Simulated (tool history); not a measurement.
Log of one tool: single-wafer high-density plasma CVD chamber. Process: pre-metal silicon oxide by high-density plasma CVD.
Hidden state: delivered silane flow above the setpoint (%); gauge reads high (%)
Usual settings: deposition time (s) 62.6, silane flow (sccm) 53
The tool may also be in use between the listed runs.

run	day	deposition time (s)	silane flow (sccm)	wafers since the last listed run	hours since the silane flow controller was replaced	hours since the gauge calibration	read-back reference wafer on the same gauge, thickness_nm	mean film thickness on the monitor wafer (angstrom)
1	0.000	62.6	53	0	1289.6	342.7	265.431	2932.66
2	3.150	62.6	53	1227	1365.2	418.3	264.996	2915.84
3	5.062	62.6	53	745	1411.1	464.2	264.910	2918.76
4	6.938	62.6	53	730	1456.1	509.2	264.262	2917.60
5	10.246	62.6	53	1288	1535.5	588.6	263.904	2910.62
6	12.750	62.6	53	975	1595.6	648.7	263.520	2917.00
7	16.188	62.6	53	1339	1678.1	731.2	263.012	2895.16
8	18.067	62.6	53	732	1723.2	776.3	262.655	2904.04
9	19.788	62.6	53	670	1764.5	817.6	262.618	2894.57
# day 20.833: silane flow controller replaced
10	22.275	62.6	59	839	34.6	877.3	262.107	3226.85
11	25.650	62.6	59	1314	115.6	958.3	261.604	3193.30
12	28.438	72.9	58	1085	182.5	1025.2	261.050	3673.54
# day 30.292: gauge calibrated
13	32.392	71.5	58	1540	277.4	50.4	266.376	3675.47
14	35.088	74.1	61	1050	342.1	115.1	265.982	3995.29
15	38.575	56.0	49	1358	425.8	198.8	265.132	2416.44
16	40.542	52.5	63	766	473.0	246.0	264.921	2892.14
17	44.350	62.6	53	1483	564.4	337.4	264.467	2899.72
18	46.108	62.6	53	684	606.6	379.6	264.128	2907.47
19	49.404	54.4	49	1283	685.7	458.7	263.546	2326.39
20	53.283	57.6	49	1511	778.8	551.8	262.963	2466.81
21	55.762	71.4	53	965	838.3	611.3	262.517	3279.28
22	59.750	73.3	59	1553	934.0	707.0	262.245	3774.79

4 ways to go on from here, each from the tool as it stands after run 22. What would each give?
A	59.767	62.6	47	6	934.4	707.4	?	?
B	59.767	58.3	53	6	934.4	707.4	?	?
C	59.767	59.2	43	6	934.4	707.4	?	?
D	59.767	68.2	57	6	934.4	707.4	?	?

run	read-back reference wafer on the same gauge, thickness_nm	mean film thickness on the monitor wafer (angstrom)
A	262.023	2579.64
B	262.023	2709.14
C	262.023	2231.92
D	262.023	3408.37
Without the tool's hidden state the same runs would have given:
run	mean film thickness on the monitor wafer (angstrom)
A	2628.59
B	2760.55
C	2274.27
D	3473.04

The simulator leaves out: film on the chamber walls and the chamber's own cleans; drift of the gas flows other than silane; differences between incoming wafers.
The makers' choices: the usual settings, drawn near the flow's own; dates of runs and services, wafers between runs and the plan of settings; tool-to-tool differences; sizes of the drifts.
